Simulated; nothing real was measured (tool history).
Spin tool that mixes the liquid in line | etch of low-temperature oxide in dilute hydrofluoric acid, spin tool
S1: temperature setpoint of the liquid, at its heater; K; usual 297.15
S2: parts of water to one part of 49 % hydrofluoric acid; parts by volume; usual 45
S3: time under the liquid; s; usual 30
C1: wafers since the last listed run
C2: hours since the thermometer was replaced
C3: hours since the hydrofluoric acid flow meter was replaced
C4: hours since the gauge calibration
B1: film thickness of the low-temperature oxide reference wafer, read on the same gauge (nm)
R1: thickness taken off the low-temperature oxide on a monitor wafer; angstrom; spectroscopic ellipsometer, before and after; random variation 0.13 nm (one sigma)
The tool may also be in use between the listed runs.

run 1 hour=0 | S1=298.65 S2=45 S3=30 | C1=0 C2=737.8 C3=400.9 C4=586 | B1=109.95 | R1=134.5
run 2 hour=104.2 | S1=298.65 S2=45 S3=30 | C1=2220 C2=842 C3=505.1 C4=690.2 | B1=110.01 | R1=133.3
run 3 hour=164 | S1=298.65 S2=45 S3=30 | C1=1274 C2=901.8 C3=564.9 C4=750 | B1=110.03 | R1=132.2
run 4 hour=213.9 | S1=299.15 S2=45 S3=40 | C1=1063 C2=951.7 C3=614.8 C4=799.9 | B1=110.01 | R1=182.5
run 5 hour=252.8 | S1=297.15 S2=60 S3=30 | C1=828 C2=990.6 C3=653.7 C4=838.8 | B1=110.05 | R1=91
run 6 hour=353.5 | S1=297.15 S2=60 S3=30 | C1=2145 C2=1091.3 C3=754.4 C4=939.5 | B1=109.98 | R1=90.9
run 7 hour=410.2 | S1=297.15 S2=60 S3=30 | C1=1208 C2=1148 C3=811.1 C4=996.2 | B1=110.01 | R1=90
run 8 hour=490.7 | S1=297.15 S2=45 S3=35 | C1=1715 C2=1228.5 C3=891.6 C4=1076.7 | B1=110.02 | R1=142.1
run 9 hour=579.7 | S1=297.15 S2=45 S3=35 | C1=1896 C2=1317.5 C3=980.6 C4=1165.7 | B1=110.03 | R1=140.6
run 10 hour=682.3 | S1=297.15 S2=45 S3=30 | C1=2186 C2=1420.1 C3=1083.2 C4=1268.3 | B1=110 | R1=118.1
-- hour=750.5 gauge calibrated
run 11 hour=774.7 | S1=297.15 S2=45 S3=30 | C1=1968 C2=1512.5 C3=1175.6 C4=24.2 | B1=109.99 | R1=117.1
run 12 hour=864.9 | S1=300.15 S2=35 S3=45 | C1=1921 C2=1602.7 C3=1265.8 C4=114.4 | B1=109.98 | R1=257.8
run 13 hour=921.2 | S1=294.65 S2=45 S3=20 | C1=1199 C2=1659 C3=1322.1 C4=170.7 | B1=110.04 | R1=70.4
run 14 hour=1008.9 | S1=293.65 S2=25 S3=30 | C1=1868 C2=1746.7 C3=1409.8 C4=258.4 | B1=110.01 | R1=185.6
-- hour=1081.2 thermometer replaced
run 15 hour=1104.6 | S1=292.65 S2=25 S3=15 | C1=2017 C2=23.4 C3=1505.5 C4=354.1 | B1=109.96 | R1=94.8
-- hour=1149.1 hydrofluoric acid flow meter replaced
run 16 hour=1191.2 | S1=298.65 S2=45 S3=20 | C1=1823 C2=110 C3=42.1 C4=440.7 | B1=109.98 | R1=91
run 17 hour=1284.5 | S1=298.65 S2=45 S3=15 | C1=1988 C2=203.3 C3=135.4 C4=534 | B1=110.02 | R1=69.4
run 18 hour=1320.6 | S1=297.15 S2=45 S3=30 | C1=769 C2=239.4 C3=171.5 C4=570.1 | B1=110 | R1=129.7
run 19 hour=1411.9 | S1=297.15 S2=55 S3=30 | C1=1945 C2=330.7 C3=262.8 C4=661.4 | B1=110 | R1=101.9
run 20 hour=1494.1 | S1=302.15 S2=30 S3=40 | C1=1751 C2=412.9 C3=345 C4=743.6 | B1=110 | R1=309.5
run 21 hour=1559.8 | S1=297.15 S2=35 S3=15 | C1=1399 C2=478.6 C3=410.7 C4=809.3 | B1=110.01 | R1=83.3
run 22 hour=1636.3 | S1=293.65 S2=45 S3=30 | C1=1630 C2=555.1 C3=487.2 C4=885.8 | B1=109.99 | R1=106.5
run 23 hour=1717.2 | S1=298.65 S2=45 S3=30 | C1=1723 C2=636 C3=568.1 C4=966.7 | B1=110.03 | R1=131.3

Hidden state at the last listed run before each entry between runs and at the first one after, where it differs:
Between runs 10 and 11: gauge calibrated (hour 750.5)
  liquid colder than its thermometer reads (K): 2.06 -> 2.17; hydrofluoric acid flow below the setpoint (%): 4.39 -> 4.76
  measured less the result without the state, R1: -16.9 -> -17.8 angstrom
Between runs 14 and 15: thermometer replaced (hour 1081.2)
  liquid colder than its thermometer reads (K): 2.45 -> 0.758; hydrofluoric acid flow below the setpoint (%): 5.69 -> 6.08
  measured less the result without the state, R1: -33.8 -> -9.8 angstrom
Between runs 15 and 16: hydrofluoric acid flow meter replaced (hour 1149.1)
  liquid colder than its thermometer reads (K): 0.758 -> 0.862; hydrofluoric acid flow below the setpoint (%): 6.08 -> 1.32
  measured less the result without the state, R1: -9.8 -> -4.6 angstrom
